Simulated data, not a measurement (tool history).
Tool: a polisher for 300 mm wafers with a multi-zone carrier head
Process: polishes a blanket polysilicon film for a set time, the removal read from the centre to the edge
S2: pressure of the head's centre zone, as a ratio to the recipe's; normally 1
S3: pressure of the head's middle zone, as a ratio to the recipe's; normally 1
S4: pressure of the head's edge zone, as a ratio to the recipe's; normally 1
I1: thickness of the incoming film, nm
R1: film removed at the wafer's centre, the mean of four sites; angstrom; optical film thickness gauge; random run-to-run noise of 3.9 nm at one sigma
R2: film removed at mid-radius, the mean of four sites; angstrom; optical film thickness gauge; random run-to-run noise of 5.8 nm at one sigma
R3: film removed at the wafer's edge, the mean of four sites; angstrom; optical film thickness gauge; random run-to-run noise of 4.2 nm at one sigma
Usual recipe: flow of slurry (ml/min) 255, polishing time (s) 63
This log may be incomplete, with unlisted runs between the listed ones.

run 1 hour=0 | flow_of_slurry_(ml/min)=255 S2=1 S3=1 S4=1 polishing_time_(s)=72 | I1=2014.3 | R1=4299 R2=4284 R3=4240
run 2 hour=52.3 | flow_of_slurry_(ml/min)=255 S2=1 S3=1 S4=1 polishing_time_(s)=72 | I1=1972.1 | R1=4182 R2=4389 R3=4210
-- hour=85 worn pad replaced by a new one
run 3 hour=91.1 | flow_of_slurry_(ml/min)=255 S2=1 S3=1.06 S4=1.07 polishing_time_(s)=63 | I1=2023 | R1=3636 R2=3903 R3=3765
-- hour=101.3 carrier head's membrane replaced by a new one
-- hour=114.9 centre zone pressure recalibrated
run 4 hour=142.2 | flow_of_slurry_(ml/min)=255 S2=1 S3=1 S4=1 polishing_time_(s)=63 | I1=2013.8 | R1=3629 R2=3830 R3=3569
run 5 hour=205.3 | flow_of_slurry_(ml/min)=175 S2=1 S3=1 S4=1 polishing_time_(s)=63 | I1=2000.7 | R1=3422 R2=3523 R3=3458
run 6 hour=235.3 | flow_of_slurry_(ml/min)=325 S2=1 S3=1.05 S4=1 polishing_time_(s)=47 | I1=2036.7 | R1=2755 R2=2875 R3=2690
run 7 hour=296.1 | flow_of_slurry_(ml/min)=255 S2=1 S3=1 S4=1 polishing_time_(s)=84 | I1=2024.4 | R1=4787 R2=4843 R3=4664
run 8 hour=332.4 | flow_of_slurry_(ml/min)=255 S2=0.94 S3=1 S4=1.12 polishing_time_(s)=63 | I1=2015.9 | R1=3323 R2=3667 R3=3745
run 9 hour=400.6 | flow_of_slurry_(ml/min)=255 S2=1 S3=1 S4=1 polishing_time_(s)=57 | I1=2001 | R1=3218 R2=3272 R3=3132
run 10 hour=436.6 | flow_of_slurry_(ml/min)=255 S2=1 S3=1 S4=1 polishing_time_(s)=63 | I1=1993.4 | R1=3524 R2=3702 R3=3568
-- hour=479.3 slurry nozzle cleaned
run 11 hour=500.7 | flow_of_slurry_(ml/min)=185 S2=1.06 S3=1 S4=1 polishing_time_(s)=63 | I1=1984.3 | R1=3816 R2=3723 R3=3607
-- hour=610.2 worn pad replaced by a new one
run 12 hour=641.8 | flow_of_slurry_(ml/min)=255 S2=1 S3=0.94 S4=1 polishing_time_(s)=63 | I1=1993.8 | R1=3720 R2=3685 R3=3619
-- hour=685.4 edge zone pressure recalibrated
-- hour=740 carrier head's membrane replaced by a new one
run 13 hour=778.8 | flow_of_slurry_(ml/min)=255 S2=1 S3=0.89 S4=1.07 polishing_time_(s)=63 | I1=2030.1 | R1=3586 R2=3488 R3=3711
run 14 hour=813.8 | flow_of_slurry_(ml/min)=255 S2=1 S3=1 S4=1 polishing_time_(s)=63 | I1=2016 | R1=3563 R2=3557 R3=3572
run 15 hour=851.9 | flow_of_slurry_(ml/min)=255 S2=1 S3=1 S4=1 polishing_time_(s)=63 | I1=1966.4 | R1=3637 R2=3766 R3=3577
-- hour=899.5 slurry nozzle cleaned
run 16 hour=909.7 | flow_of_slurry_(ml/min)=255 S2=0.94 S3=1 S4=1 polishing_time_(s)=71 | I1=2006.5 | R1=3947 R2=4322 R3=4136
run 17 hour=978.1 | flow_of_slurry_(ml/min)=255 S2=1 S3=1 S4=1 polishing_time_(s)=63 | I1=2024.9 | R1=3658 R2=3901 R3=3628
run 18 hour=1006.8 | flow_of_slurry_(ml/min)=255 S2=1 S3=1 S4=1 polishing_time_(s)=63 | I1=1972.3 | R1=3631 R2=3805 R3=3660
run 19 hour=1061.2 | flow_of_slurry_(ml/min)=215 S2=1.09 S3=0.95 S4=1 polishing_time_(s)=63 | I1=2029.5 | R1=3855 R2=3565 R3=3574
-- hour=1088.9 worn pad replaced by a new one
run 20 hour=1111.7 | flow_of_slurry_(ml/min)=255 S2=1 S3=1 S4=1 polishing_time_(s)=63 | I1=2027.8 | R1=3607 R2=3732 R3=3544
run 21 hour=1175 | flow_of_slurry_(ml/min)=195 S2=1.03 S3=0.97 S4=1 polishing_time_(s)=46 | I1=2049.8 | R1=2584 R2=2539 R3=2511
run 22 hour=1208.2 | flow_of_slurry_(ml/min)=255 S2=1 S3=1 S4=1 polishing_time_(s)=63 | I1=2023.5 | R1=3551 R2=3726 R3=3501
-- hour=1386.1 slurry nozzle cleaned
-- hour=1417.6 carrier head's membrane replaced by a new one
-- hour=1418.6 edge zone pressure recalibrated
run 23 hour=1419.1 | flow_of_slurry_(ml/min)=255 S2=1 S3=1.1 S4=1 polishing_time_(s)=82 | I1=1999.1 | R1=4874 R2=5159 R3=4889

Below are 3 alternative next runs, each starting from the tool's condition after run 23. Predict each:
run A hour=1419.5 | flow_of_slurry_(ml/min)=255 S2=1 S3=1 S4=1 polishing_time_(s)=63 | I1=2006.6 | R1=? R2=? R3=?
run B hour=1419.5 | flow_of_slurry_(ml/min)=255 S2=0.96 S3=1 S4=1 polishing_time_(s)=56 | I1=2006.6 | R1=? R2=? R3=?
run C hour=1419.5 | flow_of_slurry_(ml/min)=340 S2=1.07 S3=0.93 S4=1 polishing_time_(s)=63 | I1=2006.6 | R1=? R2=? R3=?

run=A R1=3726 R2=3701 R3=3694
run=B R1=3178 R2=3291 R3=3284
run=C R1=4099 R2=3648 R3=3766
With no hidden state in the tool, these same runs would have given:
run=A R1=3771 R2=3742 R3=3725
run=B R1=3217 R2=3327 R3=3311
run=C R1=4139 R2=3680 R3=3792
